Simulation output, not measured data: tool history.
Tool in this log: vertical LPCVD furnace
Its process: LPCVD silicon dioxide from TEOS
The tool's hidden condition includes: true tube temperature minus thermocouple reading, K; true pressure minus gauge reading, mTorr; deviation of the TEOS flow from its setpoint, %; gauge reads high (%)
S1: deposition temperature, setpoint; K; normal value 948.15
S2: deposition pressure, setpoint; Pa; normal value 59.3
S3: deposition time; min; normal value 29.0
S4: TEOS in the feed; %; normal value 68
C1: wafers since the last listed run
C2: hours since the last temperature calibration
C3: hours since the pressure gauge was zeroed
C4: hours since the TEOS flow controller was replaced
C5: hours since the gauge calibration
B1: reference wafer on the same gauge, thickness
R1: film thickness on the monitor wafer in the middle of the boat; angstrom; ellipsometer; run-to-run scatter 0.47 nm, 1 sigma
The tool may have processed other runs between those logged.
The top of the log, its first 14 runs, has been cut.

run	hour	S1	S2	S3	S4	C1	C2	C3	C4	C5	B1	R1
15	941.3	957.15	69.3	25.5	59	823	99.7	435.2	252.5	228.4	115.85	1531.9
16	983.6	948.15	59.3	36.5	68	643	142.0	477.5	294.8	270.7	116.04	1738.1
17	1041.4	948.15	54.0	19.0	55	879	199.8	535.3	352.6	328.5	116.02	776.0
18	1089.4	948.15	66.0	29.0	68	730	247.8	583.3	400.6	376.5	115.95	1459.3
19	1134.9	948.15	59.3	29.0	68	692	293.3	628.8	446.1	422.0	115.98	1384.5
20	1183.8	948.15	48.7	40.0	56	744	342.2	677.7	495.0	470.9	115.88	1556.6
21	1332.8	942.15	59.3	29.0	60	2267	491.2	826.7	644.0	619.9	116.07	1113.2
22	1357.2	954.15	63.3	20.5	77	371	515.6	851.1	668.4	644.3	116.12	1236.6
23	1388.5	948.15	64.7	36.5	79	476	546.9	882.4	699.7	675.6	116.03	1948.2
24	1485.1	948.15	59.3	29.0	68	1469	643.5	979.0	796.3	772.2	115.93	1382.4
25	1509.5	940.15	72.7	29.0	76	371	667.9	1003.4	820.7	796.6	116.00	1323.4
26	1551.2	948.15	59.3	29.0	68	634	709.6	1045.1	862.4	838.3	115.88	1369.8
27	1593.2	938.15	64.7	29.0	68	639	751.6	1087.1	904.4	880.3	116.12	1117.5
28	1632.3	948.15	44.7	37.5	56	594	790.7	1126.2	943.5	919.4	116.05	1396.1
29	1694.5	956.15	71.3	38.0	60	946	852.9	1188.4	1005.7	981.6	116.01	2266.5
30	1729.8	948.15	59.3	21.0	68	537	888.2	1223.7	1041.0	1016.9	115.95	996.9

Branching from run 30: 5 alternative next runs. What would each branch give?
A	1734.7	948.15	59.3	29.0	68	74	893.1	1228.6	1045.9	1021.8	?	?
B	1734.7	948.15	59.3	20.5	68	74	893.1	1228.6	1045.9	1021.8	?	?
C	1734.7	956.15	74.0	29.0	68	74	893.1	1228.6	1045.9	1021.8	?	?
D	1734.7	952.15	59.3	35.0	68	74	893.1	1228.6	1045.9	1021.8	?	?
E	1734.7	954.15	46.7	29.0	68	74	893.1	1228.6	1045.9	1021.8	?	?

run	B1	R1
A	116.13	1374.1
B	116.13	971.3
C	116.13	1870.3
D	116.13	1828.5
E	116.13	1403.8
Had the tool no hidden state, the same runs would have come out as:
run	R1
A	1397.4
B	987.8
C	1895.6
D	1859.5
E	1434.3

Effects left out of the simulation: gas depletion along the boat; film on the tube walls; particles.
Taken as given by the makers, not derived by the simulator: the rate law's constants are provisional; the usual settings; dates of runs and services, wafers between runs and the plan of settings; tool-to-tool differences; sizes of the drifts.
